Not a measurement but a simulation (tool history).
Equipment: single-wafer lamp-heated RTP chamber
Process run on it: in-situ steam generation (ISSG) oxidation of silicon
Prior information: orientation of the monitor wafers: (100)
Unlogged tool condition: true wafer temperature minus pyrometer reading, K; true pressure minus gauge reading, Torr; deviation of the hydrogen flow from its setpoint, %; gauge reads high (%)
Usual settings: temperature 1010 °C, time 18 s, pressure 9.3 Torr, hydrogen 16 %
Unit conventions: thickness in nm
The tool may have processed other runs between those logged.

run,hour,temperature,time,pressure,hydrogen,wafers since the last listed run,wafers since the last pyrometer calibration,hours since the pressure gauge was zeroed,hours since the hydrogen flow controller was replaced,hours since the gauge calibration,"read-back reference wafer on the same gauge, thickness",thickness
1,0.0,1010,18,9.3,16,0,2037,3504.4,2020.1,1835.6,4.463,4.855
2,35.8,1010,18,9.3,16,183,2221,3540.2,2055.9,1871.4,4.460,4.838
3,72.9,1010,18,9.3,16,190,2412,3577.3,2093.0,1908.5,4.460,4.879
4,112.2,1010,14,9.3,16,201,2614,3616.6,2132.3,1947.8,4.464,4.314
5,155.7,1020,12,9.3,16,223,2837,3660.1,2175.8,1991.3,4.459,4.167
6,233.6,1020,12,9.3,16,400,3238,3738.0,2253.7,2069.2,4.461,4.189
7,290.4,1020,12,9.3,16,291,3529,3794.8,2310.5,2126.0,4.461,4.180
8,392.4,1010,18,9.3,16,524,4054,3896.8,2412.5,2228.0,4.457,4.876
9,434.3,1010,18,9.3,16,215,4269,3938.7,2454.4,2269.9,4.458,4.873
10,470.1,1010,11,9.3,16,183,4453,3974.5,2490.2,2305.7,4.463,3.861
11,497.2,1017,18,9.3,23,139,4592,4001.6,2517.3,2332.8,4.461,5.468
12,552.6,1010,18,9.3,16,284,4877,4057.0,2572.7,2388.2,4.460,4.898
# hour 598.9: gauge calibrated
13,600.8,1010,18,9.3,16,247,5124,4105.2,2620.9,1.9,4.460,4.899
14,653.5,1019,14,10.2,16,270,5395,4157.9,2673.6,54.6,4.459,4.465
# hour 670.8: pressure gauge zeroed
15,684.1,1010,18,9.3,16,116,5511,13.3,2704.2,85.2,4.459,4.896
# hour 699.9: pyrometer window cleaned and pyrometer calibrated
16,723.7,1010,18,9.3,16,162,122,52.9,2743.8,124.8,4.461,4.811
17,790.7,1017,23,8.2,16,344,466,119.9,2810.8,191.8,4.461,5.681
18,846.1,1027,20,8.6,19,284,751,175.3,2866.2,247.2,4.458,5.756
19,876.7,1002,16,9.3,16,157,908,205.9,2896.8,277.8,4.464,4.436
20,943.6,1001,18,8.8,11,343,1252,272.8,2963.7,344.7,4.459,4.317
21,980.0,1010,21,10.2,19,187,1439,309.2,3000.1,381.1,4.461,5.339
# hour 1030.9: hydrogen flow controller replaced
22,1047.8,1029,24,9.3,11,307,1746,377.0,16.9,448.9,4.457,5.690
23,1105.6,1002,18,8.0,16,296,2043,434.8,74.7,506.7,4.461,4.750
24,1129.9,1016,18,9.3,16,124,2168,459.1,99.0,531.0,4.460,4.980
25,1174.5,990,14,9.3,20,229,2397,503.7,143.6,575.6,4.463,4.207
26,1260.5,1010,18,9.3,16,441,2839,589.7,229.6,661.6,4.463,4.863
27,1302.7,1010,18,9.3,11,216,3056,631.9,271.8,703.8,4.460,4.491
28,1345.6,1001,18,8.8,11,220,3276,674.8,314.7,746.7,4.463,4.368
29,1409.2,1019,14,10.2,16,326,3603,738.4,378.3,810.3,4.458,4.433
30,1451.6,1010,18,8.7,16,217,3821,780.8,420.7,852.7,4.461,4.886
31,1501.8,1010,22,7.9,16,257,4079,831.0,470.9,902.9,4.463,5.425
32,1533.8,994,18,9.3,16,164,4243,863.0,502.9,934.9,4.461,4.572

Predict each of these 3 candidate next runs independently; none follows another, all start after run 32:
A,1534.3,1020,18,9.3,16,2,4246,863.5,503.4,935.4,?,?
B,1534.3,1028,18,10.2,16,2,4246,863.5,503.4,935.4,?,?
C,1534.3,999,18,7.9,13,2,4246,863.5,503.4,935.4,?,?

run,"read-back reference wafer on the same gauge, thickness",thickness
A,4.460,5.105
B,4.460,5.226
C,4.460,4.494
Had the tool no hidden state, the same runs would have come out as:
run,thickness
A,5.045
B,5.161
C,4.447
